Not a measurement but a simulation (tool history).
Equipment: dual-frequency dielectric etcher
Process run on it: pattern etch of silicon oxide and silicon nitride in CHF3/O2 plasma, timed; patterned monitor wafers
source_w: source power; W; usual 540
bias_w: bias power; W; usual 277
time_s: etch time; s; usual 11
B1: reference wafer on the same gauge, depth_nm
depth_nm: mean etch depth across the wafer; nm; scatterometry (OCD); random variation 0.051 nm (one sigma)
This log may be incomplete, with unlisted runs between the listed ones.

Run 1, day 0: usual settings; B1 19.6. Result: depth_nm 17.91 nm.
Run 2, day 0.588: usual settings but bias_w 330 W; B1 19.61. Result: depth_nm 18.87 nm.
Run 3, day 0.979: usual settings but bias_w 330 W; B1 19.59. Result: depth_nm 18.74 nm.
Run 4, day 1.654: usual settings but bias_w 330 W; B1 19.6. Result: depth_nm 18.81 nm.
Run 5, day 2.254: usual settings; B1 19.61. Result: depth_nm 17.87 nm.
Run 6, day 2.671: usual settings; B1 19.63. Result: depth_nm 17.86 nm.
Run 7, day 3.371: usual settings; B1 19.62. Result: depth_nm 17.8 nm.
At day 4.738: upper electrode replaced.
Run 8, day 4.971: usual settings but source_w 610 W; B1 19.61. Result: depth_nm 18.65 nm.
Run 9, day 5.558: usual settings but source_w 610 W; B1 19.6. Result: depth_nm 18.57 nm.
At day 5.821: gauge calibrated.
Run 10, day 6.246: usual settings but bias_w 252 W; B1 19.59. Result: depth_nm 17.38 nm.
Run 11, day 6.575: usual settings but bias_w 252 W; B1 19.58. Result: depth_nm 17.33 nm.
Run 12, day 7.221: usual settings but time_s 13 s; B1 19.62. Result: depth_nm 21.09 nm.
At day 7.633: bias power generator calibrated.
Run 13, day 7.704: usual settings but time_s 13 s; B1 19.59. Result: depth_nm 21 nm.
Run 14, day 7.996: usual settings but time_s 13 s; B1 19.6. Result: depth_nm 20.98 nm.
At day 8.467: source power generator calibrated.
Run 15, day 8.521: usual settings but bias_w 235 W, time_s 12 s; B1 19.6. Result: depth_nm 18.66 nm.
Run 16, day 8.983: usual settings; B1 19.61. Result: depth_nm 17.79 nm.
Run 17, day 9.671: usual settings; B1 19.6. Result: depth_nm 17.67 nm.
Run 18, day 9.996: usual settings but bias_w 241 W, time_s 10 s; B1 19.59. Result: depth_nm 15.66 nm.
Run 19, day 10.496: usual settings; B1 19.58. Result: depth_nm 17.77 nm.
Run 20, day 10.921: usual settings but bias_w 301 W, time_s 9.5 s; B1 19.61. Result: depth_nm 15.7 nm.
Run 21, day 12.896: usual settings but source_w 580 W; B1 19.58. Result: depth_nm 18.07 nm.
At day 14.083: wet clean of the chamber.
Run 22, day 14.104: usual settings but time_s 9 s; B1 19.61. Result: depth_nm 14.86 nm.
Run 23, day 14.125: usual settings but source_w 440 W, time_s 8 s; B1 19.59. Result: depth_nm 12.25 nm.
At day 14.812: gauge calibrated.
Run 24, day 14.821: usual settings but source_w 460 W, bias_w 231 W, time_s 14 s; B1 19.6. Result: depth_nm 20.7 nm.
Run 25, day 15.262: usual settings but source_w 650 W, bias_w 304 W, time_s 8 s; B1 19.62. Result: depth_nm 14.44 nm.
Run 26, day 15.925: usual settings but time_s 12.5 s; B1 19.59. Result: depth_nm 20.49 nm.
Run 27, day 16.375: usual settings but bias_w 236 W, time_s 13.5 s; B1 19.59. Result: depth_nm 21.23 nm.
Run 28, day 16.921: usual settings but source_w 470 W, bias_w 300 W; B1 19.6. Result: depth_nm 17.61 nm.
Run 29, day 17.346: usual settings but time_s 12 s; B1 19.61. Result: depth_nm 19.7 nm.
Run 30, day 17.925: usual settings but source_w 600 W; B1 19.61. Result: depth_nm 18.67 nm.
Run 31, day 18.279: usual settings but source_w 640 W, bias_w 305 W, time_s 12 s; B1 19.62. Result: depth_nm 21.47 nm.

3 options for the next run, each taken on its own from the tool as it stands now. Forecast them:
Run A, day 18.296: usual settings; B1 ?. Result: depth_nm ?.
Run B, day 18.296: usual settings but bias_w 317 W, time_s 14 s; B1 ?. Result: depth_nm ?.
Run C, day 18.296: usual settings but source_w 450 W, bias_w 296 W, time_s 13.5 s; B1 ?. Result: depth_nm ?.

run    B1  depth_nm
  A  19.6     18.07
  B  19.6     23.87
  C  19.6     21.21
With no hidden state in the tool, these same runs would have given:
run  depth_nm
  A     18.19
  B     24.02
  C     21.34

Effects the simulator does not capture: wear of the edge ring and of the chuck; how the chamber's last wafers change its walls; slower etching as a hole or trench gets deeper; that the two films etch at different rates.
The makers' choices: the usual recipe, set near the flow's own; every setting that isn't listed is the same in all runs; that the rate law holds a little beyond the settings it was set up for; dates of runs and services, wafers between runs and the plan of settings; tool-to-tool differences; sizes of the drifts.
